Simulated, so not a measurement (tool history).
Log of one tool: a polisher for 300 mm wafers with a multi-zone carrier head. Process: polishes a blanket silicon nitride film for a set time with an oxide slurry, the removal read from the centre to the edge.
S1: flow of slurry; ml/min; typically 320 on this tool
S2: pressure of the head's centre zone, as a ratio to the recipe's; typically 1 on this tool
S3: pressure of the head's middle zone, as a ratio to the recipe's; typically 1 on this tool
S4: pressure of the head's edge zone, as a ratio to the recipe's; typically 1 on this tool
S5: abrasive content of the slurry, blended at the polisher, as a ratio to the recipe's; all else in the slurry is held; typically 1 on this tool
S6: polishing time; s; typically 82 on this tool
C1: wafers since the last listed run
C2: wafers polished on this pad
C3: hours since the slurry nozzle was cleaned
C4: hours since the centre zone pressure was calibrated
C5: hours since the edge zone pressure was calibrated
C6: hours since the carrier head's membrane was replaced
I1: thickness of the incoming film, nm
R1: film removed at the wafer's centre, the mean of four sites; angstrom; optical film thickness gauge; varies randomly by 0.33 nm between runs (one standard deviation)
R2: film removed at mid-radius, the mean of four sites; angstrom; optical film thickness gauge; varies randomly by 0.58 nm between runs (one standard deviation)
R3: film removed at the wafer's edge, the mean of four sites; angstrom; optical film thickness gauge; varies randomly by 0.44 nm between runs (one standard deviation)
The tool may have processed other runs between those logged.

run   hour   S1    S2    S3    S4    S5  S6   C1    C2     C3      C4     C5      C6     I1   R1   R2   R3
  1      0  320     1     1     1     1  82    0     4  494.4  1326.6  633.9  1201.7  634.1  528  522  531
  2   16.6  320     1     1     1     1  82  218   222    511  1343.2  650.5  1218.3  636.1  513  506  505
  3   25.1  320     1     1     1     1  82  111   334  519.5  1351.7    659  1226.8  620.7  495  501  502
  4   54.7  380     1     1     1     1  82  389   723  549.1  1381.3  688.6  1256.4  623.2  501  498  502
  5   70.4  380     1     1     1     1  82  206   930  564.8    1397  704.3  1272.1  628.4  502  502  494
      97.1  -- worn pad replaced by a new one
  6  121.1  320     1     1     1     1  82  614   315  615.5  1447.7    755  1322.8  632.8  499  497  503
     128.4  -- slurry nozzle cleaned
  7    133  320     1     1     1     1  82  143   459    4.6  1459.6  766.9  1334.7  625.2  527  521  515
     147.4  -- carrier head's membrane replaced by a new one
  8  147.9  320     1     1     1     1  82  130   589   19.5  1474.5  781.8     0.5  638.3  523  511  519
  9  155.6  320  0.94     1     1     1  82  101   690   27.2  1482.2  789.5     8.2  631.8  493  508  512
     162.7  -- edge zone pressure recalibrated
 10  167.8  320  1.06     1     1     1  82  134   824   39.4  1494.4    5.1    20.4  620.2  538  521  513
     178.7  -- worn pad replaced by a new one
 11  180.6  420  0.92     1     1   0.9  68  115    25   52.2  1507.2   17.9    33.2  626.9  419  440  436
     188.9  -- centre zone pressure recalibrated
 12  189.5  250     1  1.09     1     1  82   90   116   61.1     0.6   26.8    42.1  624.9  521  560  525
 13  203.1  320     1     1     1     1  82  178   294   74.7    14.2   40.4    55.7  636.5  521  520  523
 14  212.6  245  1.11     1     1  0.75  55  124   419   84.2    23.7   49.9    65.2    631  307  285  292
 15  218.7  320     1     1     1     1  82   80   500   90.3    29.8     56    71.3    634  516  512  523
 16  231.3  320     1     1     1     1  54  165   665  102.9    42.4   68.6    83.9  639.8  335  334  333
 17  239.7  320  1.07     1     1     1  82  110   776  111.3    50.8     77    92.3    620  541  507  510
 18  247.2  385  1.08     1  1.09     1  82   98   875  118.8    58.3   84.5    99.8  628.7  549  512  527
 19  257.7  320  0.89  1.04     1     1  63  138  1013  129.3    68.8     95   110.3  632.8  361  399  386

Entry by entry between the runs, the difference in hidden state between the last listed run before and the first listed run after:
Between runs 5 and 6: worn pad replaced by a new one (hour 97.1)
  removal rate lost through wear of the pad, %: 8.01 -> 5.24; slurry flow missing at the pad, %: 37.9 -> 38.5
  what was measured, less what the result would be without the hidden state, R1: -75 -> -66 angstrom; R2: -72 -> -61 angstrom; R3: -65 -> -53 angstrom
Between runs 6 and 7: slurry nozzle cleaned (hour 128.4)
  removal rate lost through wear of the pad, %: 5.24 -> 6.41; slurry flow missing at the pad, %: 38.5 -> 1.51
  what was measured, less what the result would be without the hidden state, R1: -66 -> -37 angstrom; R2: -61 -> -37 angstrom; R3: -53 -> -36 angstrom
Between runs 7 and 8: carrier head's membrane replaced by a new one (hour 147.4)
  removal rate lost through wear of the pad, %: 6.41 -> 7.33; slurry flow missing at the pad, %: 1.51 -> 4.12
  what was measured, less what the result would be without the hidden state, R1: -37 -> -44 angstrom; R2: -37 -> -42 angstrom; R3: -36 -> -43 angstrom
Between runs 9 and 10: edge zone pressure recalibrated (hour 162.7)
  removal rate lost through wear of the pad, %: 7.65 -> 8.02; slurry flow missing at the pad, %: 5.4 -> 7.34
  what was measured, less what the result would be without the hidden state, R1: -44 -> -51 angstrom; R2: -45 -> -50 angstrom; R3: -45 -> -48 angstrom
Between runs 10 and 11: worn pad replaced by a new one (hour 178.7)
  removal rate lost through wear of the pad, %: 8.02 -> 1.16; slurry flow missing at the pad, %: 7.34 -> 9.26
  what was measured, less what the result would be without the hidden state, R1: -51 -> -8 angstrom; R2: -50 -> -8 angstrom; R3: -48 -> -7 angstrom
Between runs 11 and 12: centre zone pressure recalibrated (hour 188.9)
  removal rate lost through wear of the pad, %: 1.16 -> 3.12; slurry flow missing at the pad, %: 9.26 -> 10.5
  what was measured, less what the result would be without the hidden state, R1: -8 -> -26 angstrom; R2: -8 -> -27 angstrom; R3: -7 -> -23 angstrom

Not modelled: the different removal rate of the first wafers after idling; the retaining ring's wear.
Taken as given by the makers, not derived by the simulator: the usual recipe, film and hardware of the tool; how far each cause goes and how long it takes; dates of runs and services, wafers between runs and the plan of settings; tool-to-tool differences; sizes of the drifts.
